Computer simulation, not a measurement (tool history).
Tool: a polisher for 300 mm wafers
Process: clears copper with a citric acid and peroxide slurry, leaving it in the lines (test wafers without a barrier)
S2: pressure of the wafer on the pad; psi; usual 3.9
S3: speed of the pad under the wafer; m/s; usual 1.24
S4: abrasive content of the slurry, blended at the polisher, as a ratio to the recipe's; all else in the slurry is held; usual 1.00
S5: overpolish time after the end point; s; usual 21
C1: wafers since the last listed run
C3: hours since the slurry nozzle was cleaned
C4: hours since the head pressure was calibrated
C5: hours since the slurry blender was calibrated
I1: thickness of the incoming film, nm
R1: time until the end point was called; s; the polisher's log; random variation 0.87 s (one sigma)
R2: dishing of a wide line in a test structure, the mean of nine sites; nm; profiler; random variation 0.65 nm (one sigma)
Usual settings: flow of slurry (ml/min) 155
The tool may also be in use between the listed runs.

{"run": 1, "hour": 0.0, "flow of slurry (ml/min)": 155, "S2": 3.9, "S3": 1.24, "S4": 1.0, "S5": 21, "C1": 0, "wafers polished on this pad": 402, "C3": 344.6, "C4": 1139.1, "C5": 91.9, "I1": 282.0, "R1": 81.0, "R2": 51.4}
{"run": 2, "hour": 18.4, "flow of slurry (ml/min)": 155, "S2": 3.9, "S3": 1.24, "S4": 1.0, "S5": 21, "C1": 196, "wafers polished on this pad": 598, "C3": 363.0, "C4": 1157.5, "C5": 110.3, "I1": 285.1, "R1": 83.2, "R2": 51.8}
{"run": 3, "hour": 38.2, "flow of slurry (ml/min)": 155, "S2": 3.9, "S3": 1.24, "S4": 0.8, "S5": 21, "C1": 211, "wafers polished on this pad": 810, "C3": 382.8, "C4": 1177.3, "C5": 130.1, "I1": 288.5, "R1": 87.4, "R2": 48.8}
{"hour": 45.7, "done": "worn pad replaced by a new one"}
{"run": 4, "hour": 73.2, "flow of slurry (ml/min)": 155, "S2": 3.9, "S3": 1.24, "S4": 0.8, "S5": 21, "C1": 331, "wafers polished on this pad": 293, "C3": 417.8, "C4": 1212.3, "C5": 165.1, "I1": 288.2, "R1": 91.4, "R2": 48.0}
{"run": 5, "hour": 106.8, "flow of slurry (ml/min)": 155, "S2": 3.9, "S3": 1.24, "S4": 1.0, "S5": 21, "C1": 359, "wafers polished on this pad": 653, "C3": 451.4, "C4": 1245.9, "C5": 198.7, "I1": 282.1, "R1": 83.7, "R2": 49.9}
{"hour": 131.2, "done": "head pressure recalibrated"}
{"hour": 139.4, "done": "worn pad replaced by a new one"}
{"run": 6, "hour": 139.9, "flow of slurry (ml/min)": 155, "S2": 4.4, "S3": 1.24, "S4": 1.0, "S5": 21, "C1": 289, "wafers polished on this pad": 5, "C3": 484.5, "C4": 8.7, "C5": 231.8, "I1": 281.9, "R1": 76.3, "R2": 55.4}
{"hour": 145.2, "done": "slurry blender recalibrated"}
{"run": 7, "hour": 174.0, "flow of slurry (ml/min)": 155, "S2": 4.4, "S3": 1.24, "S4": 1.0, "S5": 21, "C1": 343, "wafers polished on this pad": 348, "C3": 518.6, "C4": 42.8, "C5": 28.8, "I1": 286.9, "R1": 71.1, "R2": 58.8}
{"run": 8, "hour": 196.9, "flow of slurry (ml/min)": 155, "S2": 4.4, "S3": 1.24, "S4": 1.0, "S5": 21, "C1": 244, "wafers polished on this pad": 593, "C3": 541.5, "C4": 65.7, "C5": 51.7, "I1": 290.7, "R1": 70.8, "R2": 57.4}
{"hour": 212.4, "done": "worn pad replaced by a new one"}
{"run": 9, "hour": 230.8, "flow of slurry (ml/min)": 155, "S2": 3.9, "S3": 1.24, "S4": 1.0, "S5": 21, "C1": 319, "wafers polished on this pad": 196, "C3": 575.4, "C4": 99.6, "C5": 85.6, "I1": 282.4, "R1": 81.5, "R2": 51.6}
{"hour": 237.6, "done": "slurry nozzle cleaned"}
{"run": 10, "hour": 244.5, "flow of slurry (ml/min)": 155, "S2": 3.9, "S3": 1.4, "S4": 0.75, "S5": 21, "C1": 135, "wafers polished on this pad": 332, "C3": 6.9, "C4": 113.3, "C5": 99.3, "I1": 283.1, "R1": 78.9, "R2": 52.7}
{"run": 11, "hour": 277.1, "flow of slurry (ml/min)": 155, "S2": 2.7, "S3": 1.24, "S4": 0.8, "S5": 9, "C1": 348, "wafers polished on this pad": 681, "C3": 39.5, "C4": 145.9, "C5": 131.9, "I1": 286.1, "R1": 123.8, "R2": 16.3}
{"hour": 307.8, "done": "worn pad replaced by a new one"}
{"run": 12, "hour": 308.3, "flow of slurry (ml/min)": 190, "S2": 3.9, "S3": 1.12, "S4": 1.0, "S5": 16, "C1": 290, "wafers polished on this pad": 5, "C3": 70.7, "C4": 177.1, "C5": 163.1, "I1": 283.1, "R1": 87.5, "R2": 38.4}
{"run": 13, "hour": 321.2, "flow of slurry (ml/min)": 185, "S2": 4.6, "S3": 1.24, "S4": 1.0, "S5": 29, "C1": 138, "wafers polished on this pad": 143, "C3": 83.6, "C4": 190.0, "C5": 176.0, "I1": 286.3, "R1": 70.2, "R2": 76.6}
{"run": 14, "hour": 346.2, "flow of slurry (ml/min)": 155, "S2": 3.9, "S3": 1.24, "S4": 1.0, "S5": 21, "C1": 267, "wafers polished on this pad": 410, "C3": 108.6, "C4": 215.0, "C5": 201.0, "I1": 284.9, "R1": 84.5, "R2": 49.9}
{"run": 15, "hour": 364.2, "flow of slurry (ml/min)": 155, "S2": 3.9, "S3": 1.24, "S4": 1.0, "S5": 21, "C1": 192, "wafers polished on this pad": 603, "C3": 126.6, "C4": 233.0, "C5": 219.0, "I1": 288.7, "R1": 86.1, "R2": 50.1}
{"hour": 380.5, "done": "worn pad replaced by a new one"}
{"run": 16, "hour": 384.3, "flow of slurry (ml/min)": 130, "S2": 3.9, "S3": 0.96, "S4": 1.0, "S5": 21, "C1": 172, "wafers polished on this pad": 40, "C3": 146.7, "C4": 253.1, "C5": 239.1, "I1": 290.9, "R1": 112.7, "R2": 39.8}
{"hour": 390.8, "done": "slurry blender recalibrated"}
{"run": 17, "hour": 412.0, "flow of slurry (ml/min)": 105, "S2": 3.9, "S3": 1.24, "S4": 1.0, "S5": 12, "C1": 274, "wafers polished on this pad": 315, "C3": 174.4, "C4": 280.8, "C5": 21.2, "I1": 286.4, "R1": 89.0, "R2": 29.6}

4 ways to go on from here, each from the tool as it stands after run 17. What would each give?
{"run": "A", "hour": 412.5, "flow of slurry (ml/min)": 155, "S2": 3.9, "S3": 1.24, "S4": 1.0, "S5": 21, "C1": 5, "wafers polished on this pad": 320, "C3": 174.9, "C4": 281.3, "C5": 21.7, "I1": 284.1, "R1": "?", "R2": "?"}
{"run": "B", "hour": 412.5, "flow of slurry (ml/min)": 155, "S2": 2.5, "S3": 1.24, "S4": 1.0, "S5": 21, "C1": 5, "wafers polished on this pad": 320, "C3": 174.9, "C4": 281.3, "C5": 21.7, "I1": 284.1, "R1": "?", "R2": "?"}
{"run": "C", "hour": 412.5, "flow of slurry (ml/min)": 155, "S2": 2.6, "S3": 1.24, "S4": 1.0, "S5": 21, "C1": 5, "wafers polished on this pad": 320, "C3": 174.9, "C4": 281.3, "C5": 21.7, "I1": 284.1, "R1": "?", "R2": "?"}
{"run": "D", "hour": 412.5, "flow of slurry (ml/min)": 110, "S2": 3.9, "S3": 1.46, "S4": 1.1, "S5": 21, "C1": 5, "wafers polished on this pad": 320, "C3": 174.9, "C4": 281.3, "C5": 21.7, "I1": 284.1, "R1": "?", "R2": "?"}

run=A R1=78.2 R2=52.6
run=B R1=121.0 R2=35.7
run=C R1=116.5 R2=36.9
run=D R1=71.2 R2=56.7
Without the tool's hidden state the same runs would have given:
run=A R1=76.9 R2=53.4
run=B R1=119.0 R2=36.2
run=C R1=114.5 R2=37.5
run=D R1=69.9 R2=57.5
